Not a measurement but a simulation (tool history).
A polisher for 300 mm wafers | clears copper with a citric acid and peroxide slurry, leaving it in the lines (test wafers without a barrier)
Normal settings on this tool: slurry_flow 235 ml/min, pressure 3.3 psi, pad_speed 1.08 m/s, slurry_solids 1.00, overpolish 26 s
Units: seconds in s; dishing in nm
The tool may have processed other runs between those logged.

| run | hour | slurry_flow | pressure | pad_speed | slurry_solids | overpolish | wafers since the last listed run | wafers polished on this pad | hours since the slurry nozzle was cleaned | hours since the head pressure was calibrated | hours since the slurry blender was calibrated | incoming thickness of the incoming film, nm | seconds | dishing |
|---|---|---|---|---|---|---|---|---|---|---|---|---|---|---|
| 1 | 0.0 | 235 | 2.8 | 1.08 | 1.00 | 26 | 0 | 870 | 653.3 | 425.8 | 233.7 | 341.3 | 139.1 | 40.3 |
|  | 1.5 | slurry nozzle cleaned |
| 2 | 60.0 | 235 | 2.8 | 1.08 | 1.00 | 26 | 290 | 1160 | 58.5 | 485.8 | 293.7 | 346.5 | 141.6 | 39.6 |
| 3 | 91.2 | 235 | 3.3 | 1.08 | 1.00 | 26 | 153 | 1314 | 89.7 | 517.0 | 324.9 | 346.9 | 126.7 | 42.2 |
|  | 120.7 | worn pad replaced by a new one |
| 4 | 143.2 | 235 | 3.3 | 1.08 | 1.00 | 26 | 236 | 110 | 141.7 | 569.0 | 376.9 | 345.5 | 129.9 | 42.4 |
| 5 | 171.1 | 235 | 3.3 | 1.08 | 1.00 | 26 | 137 | 248 | 169.6 | 596.9 | 404.8 | 351.0 | 133.4 | 41.9 |
|  | 222.9 | slurry blender recalibrated |
| 6 | 268.7 | 235 | 3.3 | 1.08 | 1.00 | 26 | 471 | 719 | 267.2 | 694.5 | 45.8 | 342.7 | 120.5 | 43.6 |
| 7 | 298.2 | 235 | 3.3 | 1.08 | 1.00 | 26 | 145 | 864 | 296.7 | 724.0 | 75.3 | 352.9 | 122.0 | 45.2 |
| 8 | 346.8 | 235 | 3.3 | 1.08 | 1.00 | 26 | 239 | 1104 | 345.3 | 772.6 | 123.9 | 351.3 | 124.2 | 43.7 |
| 9 | 408.5 | 235 | 3.3 | 1.08 | 0.90 | 26 | 304 | 1408 | 407.0 | 834.3 | 185.6 | 345.0 | 125.4 | 42.2 |
| 10 | 433.3 | 235 | 3.3 | 1.08 | 1.00 | 26 | 122 | 1530 | 431.8 | 859.1 | 210.4 | 347.4 | 123.3 | 43.2 |
|  | 460.6 | worn pad replaced by a new one, of another model than before |
| 11 | 462.9 | 235 | 3.3 | 1.08 | 1.00 | 26 | 126 | 11 | 461.4 | 888.7 | 240.0 | 351.7 | 126.5 | 44.6 |
| 12 | 527.6 | 235 | 3.3 | 1.08 | 1.25 | 20 | 318 | 330 | 526.1 | 953.4 | 304.7 | 339.6 | 119.4 | 36.6 |
| 13 | 567.1 | 305 | 3.3 | 1.08 | 1.00 | 19 | 194 | 524 | 565.6 | 992.9 | 344.2 | 347.6 | 121.6 | 34.2 |
| 14 | 636.8 | 235 | 3.3 | 0.94 | 1.00 | 33 | 343 | 868 | 635.3 | 1062.6 | 413.9 | 340.1 | 136.9 | 48.9 |
|  | 660.7 | slurry blender recalibrated |
| 15 | 706.6 | 305 | 3.3 | 1.08 | 1.00 | 19 | 334 | 1202 | 705.1 | 1132.4 | 45.9 | 348.7 | 118.2 | 36.0 |
| 16 | 753.5 | 235 | 3.3 | 1.08 | 1.00 | 26 | 231 | 1433 | 752.0 | 1179.3 | 92.8 | 342.3 | 120.0 | 42.5 |
|  | 773.7 | head pressure recalibrated |
|  | 789.9 | worn pad replaced by a new one |
| 17 | 795.9 | 300 | 3.3 | 0.74 | 1.00 | 21 | 179 | 29 | 794.4 | 22.2 | 135.2 | 352.8 | 138.8 | 32.7 |
|  | 836.1 | slurry nozzle cleaned |
| 18 | 860.7 | 235 | 3.3 | 1.44 | 0.85 | 34 | 314 | 344 | 24.6 | 87.0 | 200.0 | 348.6 | 113.5 | 56.0 |
| 19 | 911.4 | 155 | 3.9 | 1.08 | 1.00 | 31 | 249 | 593 | 75.3 | 137.7 | 250.7 | 345.1 | 123.2 | 48.5 |
| 20 | 951.5 | 165 | 4.3 | 1.08 | 1.00 | 26 | 197 | 791 | 115.4 | 177.8 | 290.8 | 345.5 | 109.1 | 49.9 |
| 21 | 978.7 | 185 | 2.2 | 0.86 | 1.00 | 18 | 134 | 925 | 142.6 | 205.0 | 318.0 | 348.0 | 211.5 | 20.2 |
| 22 | 1025.4 | 235 | 3.3 | 1.08 | 1.00 | 26 | 230 | 1155 | 189.3 | 251.7 | 364.7 | 344.4 | 128.7 | 41.9 |
|  | 1034.8 | slurry blender recalibrated |
| 23 | 1076.8 | 235 | 3.3 | 0.88 | 1.00 | 15 | 243 | 1398 | 240.7 | 303.1 | 42.0 | 342.7 | 133.4 | 26.1 |
|  | 1098.7 | worn pad replaced by a new one |
| 24 | 1120.6 | 235 | 3.3 | 1.08 | 1.25 | 20 | 196 | 107 | 284.5 | 346.9 | 85.8 | 344.5 | 117.4 | 36.7 |
| 25 | 1185.2 | 205 | 2.5 | 1.08 | 1.00 | 26 | 318 | 425 | 349.1 | 411.5 | 150.4 | 339.6 | 159.9 | 34.8 |
| 26 | 1213.5 | 210 | 3.3 | 1.08 | 1.00 | 26 | 139 | 565 | 377.4 | 439.8 | 178.7 | 350.4 | 126.8 | 42.0 |
| 27 | 1302.8 | 235 | 3.3 | 1.08 | 1.00 | 26 | 440 | 1005 | 466.7 | 529.1 | 268.0 | 350.7 | 130.5 | 41.6 |
| 28 | 1365.1 | 235 | 3.3 | 0.86 | 1.00 | 17 | 306 | 1312 | 529.0 | 591.4 | 330.3 | 343.3 | 139.2 | 27.1 |
| 29 | 1401.2 | 235 | 3.3 | 1.30 | 1.00 | 41 | 177 | 1490 | 565.1 | 627.5 | 366.4 | 340.9 | 116.2 | 61.4 |

Consider 3 possible next runs. They are alternatives, not a sequence: every one starts from the tool as it was left by run 29. What does each give?
| A | 1401.7 | 160 | 3.3 | 1.08 | 1.00 | 26 | 2 | 1492 | 565.6 | 628.0 | 366.9 | 346.0 | ? | ? |
| B | 1401.7 | 170 | 3.3 | 0.86 | 1.00 | 26 | 2 | 1492 | 565.6 | 628.0 | 366.9 | 346.0 | ? | ? |
| C | 1401.7 | 235 | 2.4 | 1.24 | 1.00 | 39 | 2 | 1492 | 565.6 | 628.0 | 366.9 | 346.0 | ? | ? |

| run | seconds | dishing |
|---|---|---|
| A | 144.8 | 39.2 |
| B | 155.1 | 37.2 |
| C | 162.6 | 46.9 |
Without the tool's hidden state the same runs would have given:
| run | seconds | dishing |
|---|---|---|
| A | 136.8 | 40.9 |
| B | 146.5 | 38.9 |
| C | 153.6 | 48.7 |
